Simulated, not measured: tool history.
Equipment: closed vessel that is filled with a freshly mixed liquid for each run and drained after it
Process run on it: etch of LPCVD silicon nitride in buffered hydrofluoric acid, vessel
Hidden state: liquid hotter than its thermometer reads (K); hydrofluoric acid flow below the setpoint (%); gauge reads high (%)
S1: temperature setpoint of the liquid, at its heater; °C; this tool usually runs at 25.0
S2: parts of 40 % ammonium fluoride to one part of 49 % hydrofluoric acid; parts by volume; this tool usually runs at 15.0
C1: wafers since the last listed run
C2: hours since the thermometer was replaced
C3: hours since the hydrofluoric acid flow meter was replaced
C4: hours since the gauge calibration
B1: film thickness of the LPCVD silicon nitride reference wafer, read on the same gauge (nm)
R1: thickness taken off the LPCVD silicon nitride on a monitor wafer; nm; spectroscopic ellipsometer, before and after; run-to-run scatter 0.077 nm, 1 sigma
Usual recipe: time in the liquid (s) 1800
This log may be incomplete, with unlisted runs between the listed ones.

{"run": 1, "hour": 0.0, "S1": 23.5, "S2": 15.0, "time in the liquid (s)": 1800, "C1": 0, "C2": 1001.6, "C3": 1880.5, "C4": 95.8, "B1": 60.0, "R1": 17.15}
{"run": 2, "hour": 10.1, "S1": 23.5, "S2": 15.0, "time in the liquid (s)": 1800, "C1": 543, "C2": 1011.7, "C3": 1890.6, "C4": 105.9, "B1": 59.98, "R1": 17.35}
{"run": 3, "hour": 43.6, "S1": 25.0, "S2": 15.0, "time in the liquid (s)": 2575, "C1": 1803, "C2": 1045.2, "C3": 1924.1, "C4": 139.4, "B1": 60.01, "R1": 26.84}
{"run": 4, "hour": 57.1, "S1": 25.0, "S2": 15.0, "time in the liquid (s)": 2575, "C1": 726, "C2": 1058.7, "C3": 1937.6, "C4": 152.9, "B1": 60.01, "R1": 26.82}
{"run": 5, "hour": 69.4, "S1": 27.5, "S2": 15.0, "time in the liquid (s)": 1800, "C1": 662, "C2": 1071.0, "C3": 1949.9, "C4": 165.2, "B1": 60.04, "R1": 21.28}
{"run": 6, "hour": 86.8, "S1": 27.5, "S2": 15.0, "time in the liquid (s)": 1800, "C1": 936, "C2": 1088.4, "C3": 1967.3, "C4": 182.6, "B1": 60.02, "R1": 21.44}
{"run": 7, "hour": 97.0, "S1": 27.5, "S2": 15.0, "time in the liquid (s)": 1800, "C1": 549, "C2": 1098.6, "C3": 1977.5, "C4": 192.8, "B1": 60.03, "R1": 21.34}
{"run": 8, "hour": 110.0, "S1": 25.0, "S2": 15.0, "time in the liquid (s)": 1800, "C1": 700, "C2": 1111.6, "C3": 1990.5, "C4": 205.8, "B1": 60.05, "R1": 18.79}
{"run": 9, "hour": 121.9, "S1": 28.5, "S2": 17.0, "time in the liquid (s)": 1800, "C1": 640, "C2": 1123.5, "C3": 2002.4, "C4": 217.7, "B1": 60.01, "R1": 19.78}
{"run": 10, "hour": 135.1, "S1": 28.5, "S2": 17.0, "time in the liquid (s)": 1800, "C1": 710, "C2": 1136.7, "C3": 2015.6, "C4": 230.9, "B1": 59.97, "R1": 19.79}
{"run": 11, "hour": 141.5, "S1": 25.0, "S2": 15.0, "time in the liquid (s)": 1800, "C1": 344, "C2": 1143.1, "C3": 2022.0, "C4": 237.3, "B1": 59.98, "R1": 18.77}
{"run": 12, "hour": 156.9, "S1": 25.0, "S2": 15.0, "time in the liquid (s)": 1800, "C1": 829, "C2": 1158.5, "C3": 2037.4, "C4": 252.7, "B1": 59.99, "R1": 18.59}
{"run": 13, "hour": 173.0, "S1": 27.0, "S2": 15.0, "time in the liquid (s)": 1800, "C1": 866, "C2": 1174.6, "C3": 2053.5, "C4": 268.8, "B1": 60.0, "R1": 20.81}
{"hour": 174.7, "done": "thermometer replaced"}
{"run": 14, "hour": 179.4, "S1": 25.0, "S2": 15.0, "time in the liquid (s)": 2075, "C1": 290, "C2": 4.7, "C3": 2059.9, "C4": 275.2, "B1": 60.02, "R1": 20.01}
{"run": 15, "hour": 190.6, "S1": 25.0, "S2": 9.5, "time in the liquid (s)": 905, "C1": 603, "C2": 15.9, "C3": 2071.1, "C4": 286.4, "B1": 60.02, "R1": 13.69}
{"run": 16, "hour": 207.5, "S1": 25.0, "S2": 15.0, "time in the liquid (s)": 1800, "C1": 910, "C2": 32.8, "C3": 2088.0, "C4": 303.3, "B1": 59.99, "R1": 17.31}
{"hour": 214.1, "done": "gauge calibrated"}
{"run": 17, "hour": 219.4, "S1": 28.5, "S2": 15.0, "time in the liquid (s)": 1800, "C1": 640, "C2": 44.7, "C3": 2099.9, "C4": 5.3, "B1": 59.98, "R1": 20.92}
{"run": 18, "hour": 229.7, "S1": 20.5, "S2": 20.5, "time in the liquid (s)": 2715, "C1": 554, "C2": 55.0, "C3": 2110.2, "C4": 15.6, "B1": 60.06, "R1": 15.54}
{"run": 19, "hour": 235.9, "S1": 27.0, "S2": 10.5, "time in the liquid (s)": 2700, "C1": 333, "C2": 61.2, "C3": 2116.4, "C4": 21.8, "B1": 60.03, "R1": 41.34}
{"run": 20, "hour": 251.9, "S1": 21.0, "S2": 15.0, "time in the liquid (s)": 1800, "C1": 861, "C2": 77.2, "C3": 2132.4, "C4": 37.8, "B1": 60.02, "R1": 13.91}
{"hour": 259.9, "done": "hydrofluoric acid flow meter replaced"}
{"run": 21, "hour": 265.6, "S1": 30.0, "S2": 18.0, "time in the liquid (s)": 2650, "C1": 683, "C2": 90.9, "C3": 5.7, "C4": 51.5, "B1": 60.0, "R1": 31.49}
{"run": 22, "hour": 274.5, "S1": 23.5, "S2": 15.0, "time in the liquid (s)": 1800, "C1": 479, "C2": 99.8, "C3": 14.6, "C4": 60.4, "B1": 59.99, "R1": 17.95}
{"run": 23, "hour": 282.3, "S1": 26.5, "S2": 15.0, "time in the liquid (s)": 1800, "C1": 420, "C2": 107.6, "C3": 22.4, "C4": 68.2, "B1": 60.04, "R1": 21.32}
{"run": 24, "hour": 292.8, "S1": 25.0, "S2": 15.0, "time in the liquid (s)": 1800, "C1": 565, "C2": 118.1, "C3": 32.9, "C4": 78.7, "B1": 60.01, "R1": 19.55}
{"run": 25, "hour": 304.5, "S1": 25.0, "S2": 15.0, "time in the liquid (s)": 1255, "C1": 630, "C2": 129.8, "C3": 44.6, "C4": 90.4, "B1": 60.03, "R1": 13.69}
{"run": 26, "hour": 322.3, "S1": 25.0, "S2": 15.0, "time in the liquid (s)": 1155, "C1": 958, "C2": 147.6, "C3": 62.4, "C4": 108.2, "B1": 60.04, "R1": 12.56}
{"run": 27, "hour": 340.0, "S1": 25.0, "S2": 18.5, "time in the liquid (s)": 1800, "C1": 953, "C2": 165.3, "C3": 80.1, "C4": 125.9, "B1": 60.0, "R1": 15.81}
{"run": 28, "hour": 350.6, "S1": 23.0, "S2": 17.0, "time in the liquid (s)": 2555, "C1": 570, "C2": 175.9, "C3": 90.7, "C4": 136.5, "B1": 60.01, "R1": 22.02}
{"run": 29, "hour": 356.6, "S1": 25.0, "S2": 18.5, "time in the liquid (s)": 1460, "C1": 323, "C2": 181.9, "C3": 96.7, "C4": 142.5, "B1": 60.04, "R1": 12.95}
{"run": 30, "hour": 371.9, "S1": 28.5, "S2": 10.0, "time in the liquid (s)": 1800, "C1": 823, "C2": 197.2, "C3": 112.0, "C4": 157.8, "B1": 59.99, "R1": 35.1}
{"run": 31, "hour": 383.0, "S1": 25.0, "S2": 15.0, "time in the liquid (s)": 1800, "C1": 597, "C2": 208.3, "C3": 123.1, "C4": 168.9, "B1": 60.01, "R1": 19.6}
{"run": 32, "hour": 397.6, "S1": 25.0, "S2": 15.0, "time in the liquid (s)": 1800, "C1": 786, "C2": 222.9, "C3": 137.7, "C4": 183.5, "B1": 59.99, "R1": 19.58}
{"run": 33, "hour": 406.9, "S1": 25.0, "S2": 15.0, "time in the liquid (s)": 1800, "C1": 500, "C2": 232.2, "C3": 147.0, "C4": 192.8, "B1": 59.99, "R1": 19.65}

Consider 3 possible next runs. They are alternatives, not a sequence: every one starts from the tool as it was left by run 33. What does each give?
{"run": "A", "hour": 408.0, "S1": 22.0, "S2": 15.0, "time in the liquid (s)": 1800, "C1": 59, "C2": 233.3, "C3": 148.1, "C4": 193.9, "B1": "?", "R1": "?"}
{"run": "B", "hour": 408.0, "S1": 28.0, "S2": 11.0, "time in the liquid (s)": 1800, "C1": 59, "C2": 233.3, "C3": 148.1, "C4": 193.9, "B1": "?", "R1": "?"}
{"run": "C", "hour": 408.0, "S1": 25.0, "S2": 10.5, "time in the liquid (s)": 1800, "C1": 59, "C2": 233.3, "C3": 148.1, "C4": 193.9, "B1": "?", "R1": "?"}

run=A B1=60.00 R1=16.51
run=B B1=60.00 R1=30.95
run=C B1=60.00 R1=27.57
Stripped of hidden state, with their random variation kept, the same runs would have yielded:
run=A R1=16.48
run=B R1=30.92
run=C R1=27.54
